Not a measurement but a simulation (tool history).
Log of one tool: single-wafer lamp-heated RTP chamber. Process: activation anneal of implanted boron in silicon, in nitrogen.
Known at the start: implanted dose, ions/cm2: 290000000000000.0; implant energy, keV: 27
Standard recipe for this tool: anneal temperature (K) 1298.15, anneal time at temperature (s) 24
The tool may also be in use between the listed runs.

| run | hour | anneal temperature (K) | anneal time at temperature (s) | read-back reference wafer on the same gauge, sheet resistance | sheet resistance of the implanted and annealed layer (ohm/square) |
|---|---|---|---|---|---|
| 1 | 0.0 | 1298.15 | 24 | 379.94 | 349.53 |
|  | 47.7 | pyrometer window cleaned and pyrometer calibrated |
| 2 | 94.9 | 1298.15 | 24 | 379.11 | 347.43 |
|  | 123.8 | reflector plate cleaned |
| 3 | 133.9 | 1298.15 | 24 | 378.58 | 347.21 |
| 4 | 180.9 | 1281.15 | 24 | 378.33 | 350.25 |
| 5 | 266.1 | 1298.15 | 24 | 377.81 | 345.83 |
| 6 | 348.8 | 1298.15 | 24 | 377.52 | 346.35 |
| 7 | 443.7 | 1298.15 | 24 | 376.85 | 346.93 |
| 8 | 516.8 | 1298.15 | 24 | 376.07 | 344.40 |
| 9 | 612.7 | 1278.15 | 24 | 375.28 | 349.05 |
| 10 | 668.6 | 1278.15 | 24 | 375.02 | 348.53 |
|  | 693.7 | pyrometer window cleaned and pyrometer calibrated |
| 11 | 771.1 | 1278.15 | 24 | 374.03 | 348.02 |
| 12 | 868.5 | 1298.15 | 24 | 372.95 | 341.87 |
| 13 | 969.4 | 1298.15 | 24 | 372.60 | 342.29 |
| 14 | 1009.5 | 1298.15 | 24 | 372.50 | 343.46 |
| 15 | 1051.1 | 1298.15 | 24 | 372.18 | 341.14 |
| 16 | 1093.8 | 1316.15 | 10 | 371.46 | 341.04 |
|  | 1107.8 | reflector plate cleaned |
| 17 | 1169.0 | 1274.15 | 35 | 370.74 | 344.81 |
|  | 1329.2 | pyrometer window cleaned and pyrometer calibrated |
| 18 | 1485.8 | 1308.15 | 17 | 368.67 | 339.20 |
| 19 | 1545.4 | 1298.15 | 24 | 368.04 | 341.31 |
| 20 | 1627.3 | 1298.15 | 24 | 367.14 | 339.76 |
| 21 | 1682.4 | 1313.15 | 24 | 366.96 | 334.34 |
| 22 | 1748.8 | 1272.15 | 32 | 366.06 | 341.64 |
| 23 | 1815.2 | 1327.15 | 38 | 365.64 | 333.81 |
|  | 1827.6 | gauge calibrated |
| 24 | 1883.4 | 1274.15 | 10 | 378.36 | 359.11 |
|  | 1894.2 | pyrometer window cleaned and pyrometer calibrated |
| 25 | 1948.3 | 1275.15 | 14 | 377.44 | 356.28 |
| 26 | 2029.9 | 1298.15 | 14 | 377.22 | 349.39 |
| 27 | 2114.8 | 1311.15 | 29 | 376.43 | 345.60 |
| 28 | 2199.6 | 1298.15 | 32 | 376.14 | 342.44 |
| 29 | 2243.0 | 1298.15 | 17 | 375.60 | 347.45 |
|  | 2288.4 | reflector plate cleaned |
| 30 | 2288.9 | 1316.15 | 24 | 375.09 | 344.48 |
| 31 | 2357.0 | 1316.15 | 37 | 374.32 | 345.55 |
| 32 | 2397.6 | 1285.15 | 36 | 374.77 | 345.29 |
| 33 | 2453.5 | 1298.15 | 24 | 374.59 | 342.54 |
|  | 2493.4 | pyrometer window cleaned and pyrometer calibrated |
| 34 | 2500.0 | 1306.15 | 29 | 373.88 | 343.41 |
| 35 | 2569.3 | 1298.15 | 33 | 372.76 | 344.40 |
| 36 | 2612.3 | 1316.15 | 13 | 372.81 | 345.35 |

Alternative continuations, all from the tool just after run 36; predict every row:
| A | 2612.7 | 1298.15 | 24 | ? | ? |
| B | 2612.7 | 1298.15 | 31 | ? | ? |
| C | 2612.7 | 1286.15 | 33 | ? | ? |
| D | 2612.7 | 1319.15 | 17 | ? | ? |

| run | read-back reference wafer on the same gauge, sheet resistance | sheet resistance of the implanted and annealed layer (ohm/square) |
|---|---|---|
| A | 372.82 | 342.17 |
| B | 372.82 | 341.57 |
| C | 372.82 | 342.99 |
| D | 372.82 | 341.26 |
Had the tool no hidden state, the same runs would have come out as:
| run | sheet resistance of the implanted and annealed layer (ohm/square) |
|---|---|
| A | 348.87 |
| B | 348.27 |
| C | 349.71 |
| D | 347.95 |
